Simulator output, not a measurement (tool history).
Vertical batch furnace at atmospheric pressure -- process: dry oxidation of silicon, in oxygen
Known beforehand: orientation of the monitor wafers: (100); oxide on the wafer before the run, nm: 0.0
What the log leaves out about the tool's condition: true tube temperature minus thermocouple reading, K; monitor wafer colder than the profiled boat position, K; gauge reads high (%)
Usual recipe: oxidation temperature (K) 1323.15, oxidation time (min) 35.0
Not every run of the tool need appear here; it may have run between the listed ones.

run	hour	oxidation temperature (K)	oxidation time (min)	wafers since the last listed run	hours since the last temperature calibration	hours since the boat lift was adjusted	hours since the gauge calibration	read-back reference wafer on the same gauge, thickness	oxide thickness on the monitor wafer (Å)
1	0.0	1323.15	35.0	0	1175.1	4472.6	119.5	57.44	554.6
2	49.2	1323.15	35.0	500	1224.3	4521.8	168.7	57.41	565.4
3	119.0	1323.15	35.0	709	1294.1	4591.6	238.5	57.44	559.3
4	179.7	1323.15	35.0	616	1354.8	4652.3	299.2	57.41	560.3
5	221.4	1341.15	35.0	423	1396.5	4694.0	340.9	57.43	650.1
6	254.9	1341.15	35.0	340	1430.0	4727.5	374.4	57.40	654.9
7	309.4	1341.15	35.0	553	1484.5	4782.0	428.9	57.47	654.2
8	380.7	1307.15	35.0	724	1555.8	4853.3	500.2	57.39	491.1
9	440.9	1307.15	35.0	611	1616.0	4913.5	560.4	57.47	490.5
10	506.4	1317.15	35.0	665	1681.5	4979.0	625.9	57.44	538.6
11	555.8	1323.15	35.0	502	1730.9	5028.4	675.3	57.40	567.7
12	617.7	1323.15	35.0	629	1792.8	5090.3	737.2	57.43	565.2
13	688.9	1323.15	35.0	723	1864.0	5161.5	808.4	57.41	571.9
14	740.5	1336.15	23.0	524	1915.6	5213.1	860.0	57.43	492.9
# hour 767.6: thermocouples replaced and temperature profile calibrated
15	784.3	1315.15	28.0	201	16.7	5256.9	903.8	57.43	454.6
# hour 816.8: gauge calibrated
16	817.6	1343.15	29.0	338	50.0	5290.2	0.8	57.33	582.5
17	887.7	1323.15	29.0	712	120.1	5360.3	70.9	57.38	494.0
# hour 918.4: boat lift adjusted
18	954.4	1302.15	42.0	433	186.8	36.0	137.6	57.44	518.1
19	1006.6	1302.15	27.0	530	239.0	88.2	189.8	57.39	395.3
20	1076.7	1332.15	49.5	712	309.1	158.3	259.9	57.42	739.8
21	1137.9	1302.15	42.0	621	370.3	219.5	321.1	57.36	516.0
22	1188.5	1298.15	26.0	514	420.9	270.1	371.7	57.39	375.1
23	1227.1	1301.15	46.0	392	459.5	308.7	410.3	57.42	543.3
24	1296.6	1315.15	35.0	706	529.0	378.2	479.8	57.46	517.4
25	1351.3	1331.15	42.0	555	583.7	432.9	534.5	57.42	663.6
26	1386.6	1307.15	35.0	358	619.0	468.2	569.8	57.37	484.4

Consider 4 possible next runs. They are alternatives, not a sequence: every one starts from the tool as it was left by run 26. What does each give?
A	1390.8	1313.15	35.0	42	623.2	472.4	574.0	?	?
B	1390.8	1308.15	48.0	42	623.2	472.4	574.0	?	?
C	1390.8	1309.15	19.0	42	623.2	472.4	574.0	?	?
D	1390.8	1309.15	30.0	42	623.2	472.4	574.0	?	?

run	read-back reference wafer on the same gauge, thickness	oxide thickness on the monitor wafer (Å)
A	57.49	511.6
B	57.49	595.8
C	57.49	345.1
D	57.49	450.5
What these runs would have given with no unlogged condition in the tool:
run	oxide thickness on the monitor wafer (Å)
A	508.8
B	592.3
C	343.2
D	448.0
